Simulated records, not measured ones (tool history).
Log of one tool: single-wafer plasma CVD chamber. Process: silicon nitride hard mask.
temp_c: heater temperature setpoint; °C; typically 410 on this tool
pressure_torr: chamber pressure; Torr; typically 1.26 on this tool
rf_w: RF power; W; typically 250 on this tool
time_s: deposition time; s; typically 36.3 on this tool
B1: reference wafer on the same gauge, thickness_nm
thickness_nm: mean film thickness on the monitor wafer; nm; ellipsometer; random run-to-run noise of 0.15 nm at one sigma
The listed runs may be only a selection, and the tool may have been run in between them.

Run 1, day 0.000: usual settings but pressure_torr 1.08 Torr; B1 35.197. Result: thickness_nm 33.904 nm.
Run 2, day 3.871: usual settings; B1 35.191. Result: thickness_nm 35.815 nm.
Run 3, day 5.392: usual settings; B1 35.210. Result: thickness_nm 35.416 nm.
Run 4, day 6.921: usual settings; B1 35.272. Result: thickness_nm 35.504 nm.
Run 5, day 9.892: usual settings; B1 35.182. Result: thickness_nm 35.540 nm.
Run 6, day 13.425: usual settings; B1 35.166. Result: thickness_nm 35.479 nm.
Run 7, day 17.017: usual settings; B1 35.186. Result: thickness_nm 35.449 nm.
Run 8, day 21.425: usual settings; B1 35.169. Result: thickness_nm 35.458 nm.
Run 9, day 23.667: usual settings but time_s 34.0 s; B1 35.205. Result: thickness_nm 33.305 nm.
Run 10, day 26.325: usual settings but rf_w 270 W; B1 35.142. Result: thickness_nm 36.839 nm.
Run 11, day 28.683: usual settings but temp_c 400 °C; B1 35.197. Result: thickness_nm 35.771 nm.
Run 12, day 39.067: usual settings but time_s 30.9 s; B1 35.224. Result: thickness_nm 30.183 nm.
Run 13, day 42.354: usual settings but temp_c 422 °C, rf_w 215 W; B1 35.204. Result: thickness_nm 32.998 nm.
Run 14, day 46.833: usual settings; B1 35.187. Result: thickness_nm 35.469 nm.
Run 15, day 48.912: usual settings; B1 35.165. Result: thickness_nm 35.620 nm.
Run 16, day 52.962: usual settings but pressure_torr 1.35 Torr, rf_w 295 W, time_s 38.1 s; B1 35.176. Result: thickness_nm 41.163 nm.
Run 17, day 56.604: usual settings but temp_c 422 °C; B1 35.208. Result: thickness_nm 35.474 nm.
Run 18, day 60.717: usual settings; B1 35.238. Result: thickness_nm 35.725 nm.
Run 19, day 63.771: usual settings but temp_c 398 °C, rf_w 200 W; B1 35.212. Result: thickness_nm 32.179 nm.
Run 20, day 72.321: usual settings but temp_c 403 °C; B1 35.192. Result: thickness_nm 35.809 nm.
Run 21, day 73.879: usual settings but pressure_torr 1.05 Torr; B1 35.196. Result: thickness_nm 33.417 nm.
Run 22, day 75.512: usual settings but rf_w 270 W, time_s 43.2 s; B1 35.176. Result: thickness_nm 43.771 nm.

Between the runs listed above, the log contained 6 entries, not reproduced here. Where in the sequence does each belong, and how does what the log doesn't record of the tool's condition differ from the listed run before to the listed run after?
After run 9, before run 10: thermocouple changed; heater temperature recalibrated (day 26.304)
  no hidden state differs between the two runs
After run 11, before run 12: gauge calibrated (day 30.454); RF generator calibrated (day 34.754); capacitance manometer re-zeroed and calibrated (day 37.346)
  no hidden state differs between the two runs
After run 17, before run 18: showerhead replaced (day 59.317)
  no hidden state differs between the two runs
After run 19, before run 20: RF generator calibrated (day 68.325)
  no hidden state differs between the two runs
